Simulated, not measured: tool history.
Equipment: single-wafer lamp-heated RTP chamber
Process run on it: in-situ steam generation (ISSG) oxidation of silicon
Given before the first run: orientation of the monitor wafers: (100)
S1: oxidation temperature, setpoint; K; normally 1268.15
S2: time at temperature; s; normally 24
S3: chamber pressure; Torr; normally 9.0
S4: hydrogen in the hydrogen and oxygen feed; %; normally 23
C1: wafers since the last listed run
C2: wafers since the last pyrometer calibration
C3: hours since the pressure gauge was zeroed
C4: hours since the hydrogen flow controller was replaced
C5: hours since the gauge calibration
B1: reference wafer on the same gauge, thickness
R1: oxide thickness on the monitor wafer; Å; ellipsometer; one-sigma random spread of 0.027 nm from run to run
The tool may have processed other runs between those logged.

| run | hour | S1 | S2 | S3 | S4 | C1 | C2 | C3 | C4 | C5 | B1 | R1 |
|---|---|---|---|---|---|---|---|---|---|---|---|---|
| 1 | 0.0 | 1268.15 | 21 | 8.3 | 23 | 0 | 568 | 949.5 | 5719.5 | 276.4 | 6.811 | 57.29 |
| 2 | 26.2 | 1268.15 | 21 | 8.3 | 23 | 244 | 812 | 975.7 | 5745.7 | 302.6 | 6.806 | 57.29 |
| 3 | 45.0 | 1268.15 | 21 | 8.3 | 23 | 175 | 987 | 994.5 | 5764.5 | 321.4 | 6.797 | 57.22 |
| 4 | 81.4 | 1268.15 | 24 | 9.0 | 18 | 339 | 1327 | 1030.9 | 5800.9 | 357.8 | 6.825 | 56.96 |
| 5 | 97.7 | 1268.15 | 24 | 9.0 | 18 | 151 | 1479 | 1047.2 | 5817.2 | 374.1 | 6.823 | 57.27 |
| 6 | 128.3 | 1268.15 | 24 | 9.0 | 18 | 285 | 1764 | 1077.8 | 5847.8 | 404.7 | 6.838 | 57.80 |
| 7 | 142.1 | 1268.15 | 24 | 9.0 | 23 | 128 | 1892 | 1091.6 | 5861.6 | 418.5 | 6.822 | 60.46 |
| 8 | 158.3 | 1268.15 | 24 | 9.0 | 23 | 151 | 2044 | 1107.8 | 5877.8 | 434.7 | 6.836 | 60.36 |
| 9 | 187.6 | 1268.15 | 24 | 9.0 | 23 | 273 | 2317 | 1137.1 | 5907.1 | 464.0 | 6.858 | 60.69 |
| 10 | 210.7 | 1268.15 | 24 | 9.0 | 23 | 215 | 2532 | 1160.2 | 5930.2 | 487.1 | 6.856 | 61.31 |
| 11 | 223.8 | 1268.15 | 24 | 9.0 | 23 | 122 | 2654 | 1173.3 | 5943.3 | 500.2 | 6.855 | 60.81 |
| 12 | 249.9 | 1268.15 | 24 | 9.0 | 23 | 243 | 2898 | 1199.4 | 5969.4 | 526.3 | 6.867 | 61.21 |
|  | 264.2 | pyrometer window cleaned and pyrometer calibrated |
| 13 | 280.2 | 1268.15 | 24 | 9.0 | 23 | 207 | 149 | 1229.7 | 5999.7 | 556.6 | 6.871 | 61.27 |
|  | 295.2 | gauge calibrated |
| 14 | 295.4 | 1268.15 | 28 | 9.0 | 26 | 141 | 291 | 1244.9 | 6014.9 | 0.2 | 6.708 | 66.08 |
| 15 | 322.3 | 1249.15 | 24 | 8.5 | 28 | 250 | 542 | 1271.8 | 6041.8 | 27.1 | 6.717 | 58.20 |
| 16 | 352.9 | 1268.15 | 24 | 9.0 | 23 | 285 | 827 | 1302.4 | 6072.4 | 57.7 | 6.718 | 59.80 |
|  | 371.0 | hydrogen flow controller replaced |
| 17 | 371.5 | 1268.15 | 24 | 8.3 | 14 | 98 | 926 | 1321.0 | 0.5 | 76.3 | 6.734 | 53.65 |
| 18 | 388.4 | 1268.15 | 24 | 10.2 | 23 | 157 | 1083 | 1337.9 | 17.4 | 93.2 | 6.720 | 58.60 |
| 19 | 405.6 | 1268.15 | 27 | 9.7 | 17 | 160 | 1244 | 1355.1 | 34.6 | 110.4 | 6.736 | 59.47 |
| 20 | 434.4 | 1253.15 | 15 | 9.0 | 31 | 268 | 1512 | 1383.9 | 63.4 | 139.2 | 6.746 | 49.80 |
| 21 | 466.8 | 1268.15 | 24 | 8.3 | 14 | 302 | 1814 | 1416.3 | 95.8 | 171.6 | 6.753 | 54.35 |
| 22 | 487.6 | 1261.15 | 24 | 9.0 | 14 | 193 | 2008 | 1437.1 | 116.6 | 192.4 | 6.756 | 52.14 |
| 23 | 523.3 | 1268.15 | 24 | 7.8 | 29 | 332 | 2341 | 1472.8 | 152.3 | 228.1 | 6.779 | 63.96 |
|  | 542.5 | pressure gauge zeroed |
|  | 561.2 | pyrometer window cleaned and pyrometer calibrated |
| 24 | 613.9 | 1257.15 | 33 | 9.4 | 23 | 695 | 491 | 71.4 | 242.9 | 318.7 | 6.795 | 66.81 |
| 25 | 638.8 | 1277.15 | 33 | 7.6 | 13 | 232 | 723 | 96.3 | 267.8 | 343.6 | 6.792 | 66.24 |
| 26 | 651.7 | 1268.15 | 18 | 9.0 | 18 | 120 | 843 | 109.2 | 280.7 | 356.5 | 6.791 | 49.77 |
| 27 | 667.4 | 1268.15 | 24 | 9.0 | 23 | 146 | 990 | 124.9 | 296.4 | 372.2 | 6.795 | 60.68 |
| 28 | 685.9 | 1285.15 | 24 | 9.0 | 23 | 172 | 1162 | 143.4 | 314.9 | 390.7 | 6.810 | 65.27 |

What if the next run were any one of these 5? Each begins from the tool's condition after run 28:
| A | 686.3 | 1268.15 | 24 | 8.3 | 23 | 3 | 1166 | 143.8 | 315.3 | 391.1 | ? | ? |
| B | 686.3 | 1268.15 | 27 | 7.8 | 32 | 3 | 1166 | 143.8 | 315.3 | 391.1 | ? | ? |
| C | 686.3 | 1259.15 | 33 | 9.4 | 17 | 3 | 1166 | 143.8 | 315.3 | 391.1 | ? | ? |
| D | 686.3 | 1268.15 | 32 | 9.0 | 23 | 3 | 1166 | 143.8 | 315.3 | 391.1 | ? | ? |
| E | 686.3 | 1268.15 | 24 | 9.7 | 23 | 3 | 1166 | 143.8 | 315.3 | 391.1 | ? | ? |

| run | B1 | R1 |
|---|---|---|
| A | 6.814 | 61.03 |
| B | 6.814 | 70.22 |
| C | 6.814 | 63.66 |
| D | 6.814 | 69.72 |
| E | 6.814 | 59.99 |
With no hidden state in the tool, these same runs would have given:
| run | R1 |
|---|---|
| A | 60.15 |
| B | 69.20 |
| C | 62.74 |
| D | 68.71 |
| E | 59.12 |

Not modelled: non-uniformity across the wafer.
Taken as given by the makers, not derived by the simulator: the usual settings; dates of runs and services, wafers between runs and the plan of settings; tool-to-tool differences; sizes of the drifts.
